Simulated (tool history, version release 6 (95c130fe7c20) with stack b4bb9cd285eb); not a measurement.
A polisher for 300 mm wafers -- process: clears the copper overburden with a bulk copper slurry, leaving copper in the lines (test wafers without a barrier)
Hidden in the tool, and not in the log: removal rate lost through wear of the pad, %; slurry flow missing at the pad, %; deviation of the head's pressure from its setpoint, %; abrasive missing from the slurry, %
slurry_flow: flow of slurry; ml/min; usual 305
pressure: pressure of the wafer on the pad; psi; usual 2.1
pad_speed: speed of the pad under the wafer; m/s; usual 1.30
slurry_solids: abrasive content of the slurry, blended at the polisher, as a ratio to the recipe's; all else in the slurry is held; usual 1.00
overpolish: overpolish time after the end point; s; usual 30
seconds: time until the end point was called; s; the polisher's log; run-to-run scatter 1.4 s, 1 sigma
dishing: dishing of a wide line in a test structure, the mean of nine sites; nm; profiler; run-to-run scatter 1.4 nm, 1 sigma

run,day,slurry_flow,pressure,pad_speed,slurry_solids,overpolish,wafers since the last listed run,wafers polished on this pad,hours since the slurry nozzle was cleaned,hours since the head pressure was calibrated,hours since the slurry blender was calibrated,"incoming thickness of the incoming film, nm",seconds,dishing
1,0.000,360,2.1,1.30,1.00,30,0,420,222.5,661.9,28.9,972.4,103.3,125.0
2,0.400,305,2.1,1.30,1.00,30,68,488,232.1,671.5,38.5,965.2,105.2,123.8
3,1.088,305,2.1,1.30,1.00,30,117,606,248.6,688.0,55.0,973.9,105.3,126.6
# day 1.333: worn pad replaced by a new one
4,1.354,305,2.1,1.30,1.00,36,17,3,255.0,694.4,61.4,980.6,105.3,129.8
5,1.600,305,2.1,1.30,1.00,30,41,45,260.9,700.3,67.3,982.8,107.2,124.6
6,2.179,305,2.1,1.30,1.00,30,98,144,274.8,714.2,81.2,987.8,107.3,124.0
7,2.892,305,2.1,1.30,1.00,30,121,265,291.9,731.3,98.3,977.4,107.6,125.0
8,3.442,305,2.1,1.30,1.00,35,93,359,305.1,744.5,111.5,967.5,104.3,130.4
# day 3.858: slurry blender recalibrated
9,4.092,305,2.1,1.30,1.15,30,96,456,320.7,760.1,5.6,979.8,101.8,126.2
10,4.479,360,2.1,1.30,1.00,30,66,522,330.0,769.4,14.9,986.6,107.2,123.8
# day 5.225: worn pad replaced by a new one
11,5.246,305,2.1,1.30,1.00,37,102,3,348.4,787.8,33.3,967.5,106.8,134.5
# day 5.421: slurry nozzle cleaned
12,5.767,305,2.5,1.30,1.30,38,81,85,8.3,800.3,45.8,975.3,78.2,153.3
# day 6.000: head pressure recalibrated
13,6.288,305,1.5,1.30,1.00,19,74,159,20.8,6.9,58.3,986.1,146.9,76.8
14,6.575,275,2.1,1.30,1.20,37,49,209,27.7,13.8,65.2,990.7,99.3,137.6
15,7.067,305,2.7,1.30,1.15,30,83,292,39.5,25.6,77.0,978.4,76.7,150.3
16,7.808,360,2.1,1.12,1.20,24,126,419,57.3,43.4,94.8,977.7,105.6,114.5
# day 8.196: slurry blender recalibrated
# day 8.267: worn pad replaced by a new one
17,9.888,305,2.1,1.30,1.00,30,328,276,107.2,93.3,40.6,988.7,103.6,126.8
18,10.412,270,2.1,1.04,0.85,35,89,366,119.8,105.9,53.2,972.7,124.6,122.0
19,10.946,305,2.1,1.30,1.00,30,91,457,132.6,118.7,66.0,993.9,105.4,126.1

Across each entry between runs, compare the hidden state at the last listed run before it with the hidden state at the first listed run after it:
From run 3 to run 4: worn pad replaced by a new one (day 1.333)
  slurry flow missing at the pad, %: 29.9 -> 30.6
  measured result minus the result with no hidden state, seconds: +4.5 -> +4.6 s; dishing: -2.1 -> -1.7 nm
From run 8 to run 9: slurry blender recalibrated (day 3.858)
  slurry flow missing at the pad, %: 35.8 -> 37.4
  measured result minus the result with no hidden state, seconds: +5.8 -> +6.0 s; dishing: -2.4 -> -2.9 nm
From run 10 to run 11: worn pad replaced by a new one (day 5.225)
  slurry flow missing at the pad, %: 38.3 -> 40.2
  measured result minus the result with no hidden state, seconds: +5.6 -> +7.2 s; dishing: -2.6 -> -2.8 nm
From run 11 to run 12: slurry nozzle cleaned (day 5.421)
  slurry flow missing at the pad, %: 40.2 -> 1.35
  measured result minus the result with no hidden state, seconds: +7.2 -> +0.1 s; dishing: -2.8 -> -0.1 nm
From run 12 to run 13: head pressure recalibrated (day 6.000)
  slurry flow missing at the pad, %: 1.35 -> 2.63
  measured result minus the result with no hidden state, seconds: +0.1 -> +0.4 s; dishing: -0.1 -> -0.1 nm
From run 16 to run 17: slurry blender recalibrated (day 8.196); worn pad replaced by a new one (day 8.267)
  slurry flow missing at the pad, %: 6.39 -> 11.5
  measured result minus the result with no hidden state, seconds: +0.6 -> +1.3 s; dishing: -0.3 -> -0.6 nm

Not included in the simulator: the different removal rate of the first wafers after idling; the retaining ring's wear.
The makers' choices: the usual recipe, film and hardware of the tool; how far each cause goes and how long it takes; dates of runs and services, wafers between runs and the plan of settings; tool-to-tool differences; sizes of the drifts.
